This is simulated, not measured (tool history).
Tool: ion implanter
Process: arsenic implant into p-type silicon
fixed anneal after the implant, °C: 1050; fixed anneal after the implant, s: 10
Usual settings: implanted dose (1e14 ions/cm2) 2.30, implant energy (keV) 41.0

| run | hour | implanted dose (1e14 ions/cm2) | implant energy (keV) | read-back reference wafer on the same gauge, sheet resistance | sheet resistance of the implanted and annealed layer (ohm/square) |
|---|---|---|---|---|---|
| 1 | 0.0 | 2.30 | 41.0 | 393.37 | 350.12 |
| 2 | 39.5 | 2.30 | 41.0 | 393.22 | 352.61 |
| 3 | 66.6 | 1.98 | 41.0 | 393.10 | 394.98 |
| 4 | 110.3 | 1.98 | 41.0 | 393.35 | 394.53 |
| 5 | 137.4 | 1.94 | 30.0 | 392.96 | 417.64 |
| 6 | 167.2 | 1.94 | 30.0 | 392.98 | 420.66 |
| 7 | 234.2 | 2.62 | 41.0 | 392.53 | 319.66 |
| 8 | 265.4 | 2.62 | 41.0 | 393.35 | 320.84 |
| 9 | 309.6 | 2.62 | 41.0 | 392.57 | 321.41 |
|  | 324.9 | gauge calibrated |
| 10 | 373.6 | 2.30 | 41.0 | 393.24 | 354.64 |
|  | 397.7 | Faraday cup replaced and dose calibrated |
| 11 | 400.9 | 1.98 | 41.0 | 392.69 | 368.04 |
| 12 | 426.9 | 1.77 | 41.0 | 392.63 | 398.86 |
| 13 | 493.8 | 1.61 | 33.5 | 393.24 | 440.02 |
|  | 525.4 | extraction supply calibrated |
| 14 | 546.0 | 2.94 | 41.0 | 393.59 | 274.44 |
|  | 570.8 | Faraday cup replaced and dose calibrated, repeated, since the last time left the tool worse |
| 15 | 581.0 | 2.89 | 47.5 | 392.72 | 286.49 |
| 16 | 619.4 | 2.75 | 54.0 | 392.95 | 290.98 |
| 17 | 673.9 | 2.82 | 41.0 | 393.29 | 297.40 |
| 18 | 712.3 | 2.56 | 51.5 | 393.13 | 308.16 |
| 19 | 775.4 | 2.30 | 41.0 | 393.43 | 345.03 |
| 20 | 801.9 | 1.91 | 52.5 | 392.92 | 383.29 |

Forecast each of these 4 alternatives for the next run:
| A | 802.3 | 2.30 | 41.0 | ? | ? |
| B | 802.3 | 2.95 | 35.5 | ? | ? |
| C | 802.3 | 1.83 | 47.5 | ? | ? |
| D | 802.3 | 2.05 | 51.5 | ? | ? |

| run | read-back reference wafer on the same gauge, sheet resistance | sheet resistance of the implanted and annealed layer (ohm/square) |
|---|---|---|
| A | 392.68 | 346.66 |
| B | 392.68 | 294.21 |
| C | 392.68 | 399.21 |
| D | 392.68 | 363.64 |
Without the tool's hidden state the same runs would have given:
| run | sheet resistance of the implanted and annealed layer (ohm/square) |
|---|---|
| A | 347.49 |
| B | 294.95 |
| C | 400.14 |
| D | 364.49 |
